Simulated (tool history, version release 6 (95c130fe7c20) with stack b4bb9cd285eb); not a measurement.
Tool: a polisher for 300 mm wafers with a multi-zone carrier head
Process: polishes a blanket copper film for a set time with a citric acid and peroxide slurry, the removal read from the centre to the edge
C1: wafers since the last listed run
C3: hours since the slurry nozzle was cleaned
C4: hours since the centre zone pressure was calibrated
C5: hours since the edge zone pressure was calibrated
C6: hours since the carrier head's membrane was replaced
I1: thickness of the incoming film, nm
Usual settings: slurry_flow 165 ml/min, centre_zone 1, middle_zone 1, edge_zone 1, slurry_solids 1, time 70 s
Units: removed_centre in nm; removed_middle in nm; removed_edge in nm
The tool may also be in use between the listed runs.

{"run": 1, "day": 0.0, "slurry_flow": 165, "centre_zone": 1, "middle_zone": 0.91, "edge_zone": 1, "slurry_solids": 1, "time": 70, "C1": 0, "wafers polished on this pad": 8884, "C3": 756.9, "C4": 216.9, "C5": 530.2, "C6": 42.9, "I1": 818.1, "removed_centre": 139.3, "removed_middle": 134.8, "removed_edge": 144.3}
{"day": 0.45, "done": "worn pad replaced by a new one"}
{"run": 2, "day": 2.133, "slurry_flow": 185, "centre_zone": 1, "middle_zone": 1, "edge_zone": 1.11, "slurry_solids": 0.9, "time": 79, "C1": 628, "wafers polished on this pad": 537, "C3": 808.1, "C4": 268.1, "C5": 581.4, "C6": 94.1, "I1": 821.1, "removed_centre": 159.7, "removed_middle": 161.3, "removed_edge": 164.7}
{"run": 3, "day": 3.658, "slurry_flow": 165, "centre_zone": 1, "middle_zone": 1, "edge_zone": 1, "slurry_solids": 1, "time": 70, "C1": 487, "wafers polished on this pad": 1024, "C3": 844.7, "C4": 304.7, "C5": 618, "C6": 130.7, "I1": 816.5, "removed_centre": 142, "removed_middle": 139.7, "removed_edge": 139.4}
{"day": 4.492, "done": "slurry nozzle cleaned"}
{"run": 4, "day": 5.683, "slurry_flow": 215, "centre_zone": 1, "middle_zone": 1, "edge_zone": 0.96, "slurry_solids": 0.75, "time": 47, "C1": 633, "wafers polished on this pad": 1658, "C3": 28.6, "C4": 353.3, "C5": 666.6, "C6": 179.3, "I1": 829.3, "removed_centre": 100.1, "removed_middle": 96.4, "removed_edge": 94.8}
{"run": 5, "day": 7.417, "slurry_flow": 165, "centre_zone": 0.97, "middle_zone": 1, "edge_zone": 0.91, "slurry_solids": 1, "time": 51, "C1": 553, "wafers polished on this pad": 2211, "C3": 70.2, "C4": 394.9, "C5": 708.2, "C6": 220.9, "I1": 818.6, "removed_centre": 110.1, "removed_middle": 108.6, "removed_edge": 106.6}
{"day": 10.408, "done": "edge zone pressure recalibrated"}
{"run": 6, "day": 11.621, "slurry_flow": 165, "centre_zone": 0.96, "middle_zone": 1, "edge_zone": 1.07, "slurry_solids": 1, "time": 70, "C1": 1316, "wafers polished on this pad": 3528, "C3": 171.1, "C4": 495.8, "C5": 29.1, "C6": 321.8, "I1": 817.2, "removed_centre": 149.8, "removed_middle": 153.5, "removed_edge": 150.8}
{"run": 7, "day": 15.312, "slurry_flow": 165, "centre_zone": 1, "middle_zone": 1, "edge_zone": 1, "slurry_solids": 1, "time": 70, "C1": 1179, "wafers polished on this pad": 4707, "C3": 259.7, "C4": 584.4, "C5": 117.7, "C6": 410.4, "I1": 819.4, "removed_centre": 151.5, "removed_middle": 148.1, "removed_edge": 146.8}
{"run": 8, "day": 19.4, "slurry_flow": 125, "centre_zone": 1, "middle_zone": 1, "edge_zone": 1, "slurry_solids": 1.3, "time": 70, "C1": 1305, "wafers polished on this pad": 6013, "C3": 357.8, "C4": 682.5, "C5": 215.8, "C6": 508.5, "I1": 829.9, "removed_centre": 155.9, "removed_middle": 154.6, "removed_edge": 153.1}
{"run": 9, "day": 21.729, "slurry_flow": 165, "centre_zone": 1, "middle_zone": 1, "edge_zone": 1, "slurry_solids": 1, "time": 70, "C1": 744, "wafers polished on this pad": 6757, "C3": 413.7, "C4": 738.4, "C5": 271.7, "C6": 564.4, "I1": 835.4, "removed_centre": 154, "removed_middle": 152.1, "removed_edge": 144.6}
{"run": 10, "day": 25.408, "slurry_flow": 165, "centre_zone": 1, "middle_zone": 1, "edge_zone": 1, "slurry_solids": 1, "time": 70, "C1": 1175, "wafers polished on this pad": 7932, "C3": 502, "C4": 826.7, "C5": 360, "C6": 652.7, "I1": 803.7, "removed_centre": 155.3, "removed_middle": 146.6, "removed_edge": 144.8}
{"run": 11, "day": 28.538, "slurry_flow": 165, "centre_zone": 1, "middle_zone": 1, "edge_zone": 1, "slurry_solids": 1, "time": 70, "C1": 999, "wafers polished on this pad": 8932, "C3": 577.1, "C4": 901.8, "C5": 435.1, "C6": 727.8, "I1": 822.6, "removed_centre": 149.4, "removed_middle": 148.1, "removed_edge": 141.1}
{"day": 29.288, "done": "worn pad replaced by a new one"}
{"day": 31.6, "done": "slurry nozzle cleaned"}
{"run": 12, "day": 32.367, "slurry_flow": 195, "centre_zone": 1, "middle_zone": 1, "edge_zone": 1, "slurry_solids": 1, "time": 86, "C1": 1156, "wafers polished on this pad": 970, "C3": 18.4, "C4": 993.7, "C5": 527, "C6": 819.7, "I1": 819.5, "removed_centre": 206.2, "removed_middle": 197.9, "removed_edge": 184.1}
{"day": 34.733, "done": "carrier head's membrane replaced by a new one"}
{"run": 13, "day": 34.988, "slurry_flow": 120, "centre_zone": 1.08, "middle_zone": 1, "edge_zone": 0.96, "slurry_solids": 1, "time": 70, "C1": 770, "wafers polished on this pad": 1741, "C3": 81.3, "C4": 1056.6, "C5": 589.9, "C6": 6.1, "I1": 823.6, "removed_centre": 168.9, "removed_middle": 142.2, "removed_edge": 143.6}
{"run": 14, "day": 38.467, "slurry_flow": 165, "centre_zone": 1, "middle_zone": 1, "edge_zone": 1, "slurry_solids": 1, "time": 70, "C1": 1111, "wafers polished on this pad": 2852, "C3": 164.8, "C4": 1140.1, "C5": 673.4, "C6": 89.6, "I1": 820, "removed_centre": 165.9, "removed_middle": 156.4, "removed_edge": 148.8}
{"run": 15, "day": 42.717, "slurry_flow": 165, "centre_zone": 1, "middle_zone": 1, "edge_zone": 1, "slurry_solids": 1, "time": 47, "C1": 1357, "wafers polished on this pad": 4210, "C3": 266.8, "C4": 1242.1, "C5": 775.4, "C6": 191.6, "I1": 818.3, "removed_centre": 111.5, "removed_middle": 99.2, "removed_edge": 100.2}
{"day": 44.35, "done": "edge zone pressure recalibrated"}
{"run": 16, "day": 46.354, "slurry_flow": 165, "centre_zone": 1, "middle_zone": 1, "edge_zone": 0.92, "slurry_solids": 1, "time": 70, "C1": 1135, "wafers polished on this pad": 5345, "C3": 354.1, "C4": 1329.4, "C5": 48.1, "C6": 278.9, "I1": 828.5, "removed_centre": 163.5, "removed_middle": 148.1, "removed_edge": 140.5}
{"run": 17, "day": 49.367, "slurry_flow": 215, "centre_zone": 1, "middle_zone": 1, "edge_zone": 1, "slurry_solids": 1, "time": 70, "C1": 962, "wafers polished on this pad": 6307, "C3": 426.4, "C4": 1401.7, "C5": 120.4, "C6": 351.2, "I1": 814.4, "removed_centre": 170.2, "removed_middle": 152.9, "removed_edge": 152}
{"run": 18, "day": 51.479, "slurry_flow": 165, "centre_zone": 1, "middle_zone": 1, "edge_zone": 1, "slurry_solids": 1, "time": 70, "C1": 674, "wafers polished on this pad": 6982, "C3": 477.1, "C4": 1452.4, "C5": 171.1, "C6": 401.9, "I1": 817.8, "removed_centre": 165, "removed_middle": 148.5, "removed_edge": 146}
{"run": 19, "day": 53.133, "slurry_flow": 195, "centre_zone": 0.92, "middle_zone": 1, "edge_zone": 1, "slurry_solids": 0.9, "time": 47, "C1": 528, "wafers polished on this pad": 7511, "C3": 516.8, "C4": 1492.1, "C5": 210.8, "C6": 441.6, "I1": 810.2, "removed_centre": 105.1, "removed_middle": 99.2, "removed_edge": 95.5}
{"run": 20, "day": 55.242, "slurry_flow": 165, "centre_zone": 1, "middle_zone": 1, "edge_zone": 1, "slurry_solids": 1, "time": 80, "C1": 673, "wafers polished on this pad": 8184, "C3": 567.4, "C4": 1542.7, "C5": 261.4, "C6": 492.2, "I1": 829.7, "removed_centre": 187.4, "removed_middle": 167.3, "removed_edge": 168.5}
{"day": 55.492, "done": "centre zone pressure recalibrated"}
{"run": 21, "day": 58.775, "slurry_flow": 165, "centre_zone": 1.1, "middle_zone": 1, "edge_zone": 1.05, "slurry_solids": 1, "time": 85, "C1": 1102, "wafers polished on this pad": 9286, "C3": 652.2, "C4": 78.8, "C5": 346.2, "C6": 577, "I1": 814.5, "removed_centre": 191.9, "removed_middle": 176.1, "removed_edge": 175.9}
{"day": 59.662, "done": "worn pad replaced by a new one"}
{"day": 60.175, "done": "slurry nozzle cleaned"}
{"run": 22, "day": 60.346, "slurry_flow": 120, "centre_zone": 1, "middle_zone": 1, "edge_zone": 0.91, "slurry_solids": 1, "time": 70, "C1": 435, "wafers polished on this pad": 205, "C3": 4.1, "C4": 116.5, "C5": 383.9, "C6": 614.7, "I1": 817.9, "removed_centre": 144.9, "removed_middle": 148.3, "removed_edge": 138.3}

3 ways to go on from here, each from the tool as it stands after run 22. What would each give?
{"run": "A", "day": 60.362, "slurry_flow": 165, "centre_zone": 1, "middle_zone": 1, "edge_zone": 0.9, "slurry_solids": 1, "time": 70, "C1": 5, "wafers polished on this pad": 210, "C3": 4.5, "C4": 116.9, "C5": 384.3, "C6": 615.1, "I1": 832, "removed_centre": "?", "removed_middle": "?", "removed_edge": "?"}
{"run": "B", "day": 60.362, "slurry_flow": 165, "centre_zone": 1, "middle_zone": 1, "edge_zone": 1, "slurry_solids": 1.1, "time": 46, "C1": 5, "wafers polished on this pad": 210, "C3": 4.5, "C4": 116.9, "C5": 384.3, "C6": 615.1, "I1": 832, "removed_centre": "?", "removed_middle": "?", "removed_edge": "?"}
{"run": "C", "day": 60.362, "slurry_flow": 165, "centre_zone": 0.9, "middle_zone": 1, "edge_zone": 1, "slurry_solids": 1, "time": 50, "C1": 5, "wafers polished on this pad": 210, "C3": 4.5, "C4": 116.9, "C5": 384.3, "C6": 615.1, "I1": 832, "removed_centre": "?", "removed_middle": "?", "removed_edge": "?"}

run=A removed_centre=155.3 removed_middle=154.6 removed_edge=141.2
run=B removed_centre=104.6 removed_middle=104.1 removed_edge=100
run=C removed_centre=99.7 removed_middle=110.5 removed_edge=106
Without the tool's hidden state the same runs would have given:
run=A removed_centre=153.2 removed_middle=155.4 removed_edge=141.7
run=B removed_centre=103.2 removed_middle=104.7 removed_edge=100.3
run=C removed_centre=98.4 removed_middle=111 removed_edge=106.3
